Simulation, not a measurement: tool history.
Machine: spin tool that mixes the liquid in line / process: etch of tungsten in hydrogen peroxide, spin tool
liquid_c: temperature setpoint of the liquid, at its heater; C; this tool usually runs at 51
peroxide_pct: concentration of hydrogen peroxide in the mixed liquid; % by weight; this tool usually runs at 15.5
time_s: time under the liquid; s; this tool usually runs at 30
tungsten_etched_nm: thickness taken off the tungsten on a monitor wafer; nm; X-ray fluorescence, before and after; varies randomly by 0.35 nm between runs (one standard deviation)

run    hour  liquid_c  peroxide_pct  time_s  read-back film thickness of the tungsten reference wafer, read on the same gauge (nm)  tungsten_etched_nm
  1       0        51          15.5      35                                                                                     70               49.22
       10.4  -- thermometer replaced
  2    47.4        51          15.5      35                                                                                     70               44.74
       53.5  -- new drum of peroxide connected
  3     167        51          15.5      30                                                                                  69.99               38.96
      173.7  -- gauge calibrated
  4   212.5        51          15.5      30                                                                                     70               38.97
  5   268.4        51          15.5      30                                                                                  70.01               39.68
  6   323.6        51          15.5      30                                                                                     70               39.89
  7   375.3      47.5          15.5      15                                                                                     70               16.18
  8   416.2        51            17      40                                                                                  69.99               56.61
      441.6  -- heated supply line repaired
  9   448.3        54          19.5      40                                                                                  69.99               78.13
 10   477.4        51          15.5      30                                                                                  69.98               43.68
 11   510.5        51            13      30                                                                                  70.01                40.8
 12   540.2        51          19.5      30                                                                                     70               50.01
      611.2  -- new drum of peroxide connected
 13   622.4      59.5            14      45                                                                                     70               105.6
      643.5  -- thermometer replaced
 14   683.3        51          15.5      30                                                                                     70               41.96
 15     710      41.5          16.5      40                                                                                  70.02               31.45
 16   882.6        51          15.5      30                                                                                     70               42.37
 17   949.1      45.5          15.5      30                                                                                     70               30.67
 18  1004.9        51          15.5      30                                                                                  70.01               42.88
 19  1037.7      44.5          15.5      30                                                                                     70                29.4
 20  1076.8        43            14      20                                                                                     70               17.08
 21  1114.2      59.5          13.5      30                                                                                     70               67.54
 22    1142      56.5          15.5      30                                                                                     70               62.17
     1150.9  -- thermometer replaced
 23  1178.7        46          18.5      30                                                                                  69.99               32.59
     1214.3  -- new drum of peroxide connected
 24  1242.4        58          18.5      15                                                                                     70               34.05
 25  1296.2        51          17.5      15                                                                                  69.99               22.05
 26  1358.2      59.5          15.5      20                                                                                     70               46.82
 27    1405        51          15.5      30                                                                                  69.99               41.81

Here are 3 independent what-if runs from the current tool condition. What would each one return?
  A  1405.4        51            12      30                                                                                      ?                   ?
  B  1405.4        51          12.5      30                                                                                      ?                   ?
  C  1405.4        47          13.5      30                                                                                      ?                   ?

run  read-back film thickness of the tungsten reference wafer, read on the same gauge (nm)  tungsten_etched_nm
  A                                                                                  70.01               36.92
  B                                                                                  70.01               37.68
  C                                                                                  70.01               30.65
Stripped of hidden state, with their random variation kept, the same runs would have yielded:
run  tungsten_etched_nm
  A               35.62
  B               36.36
  C               29.54
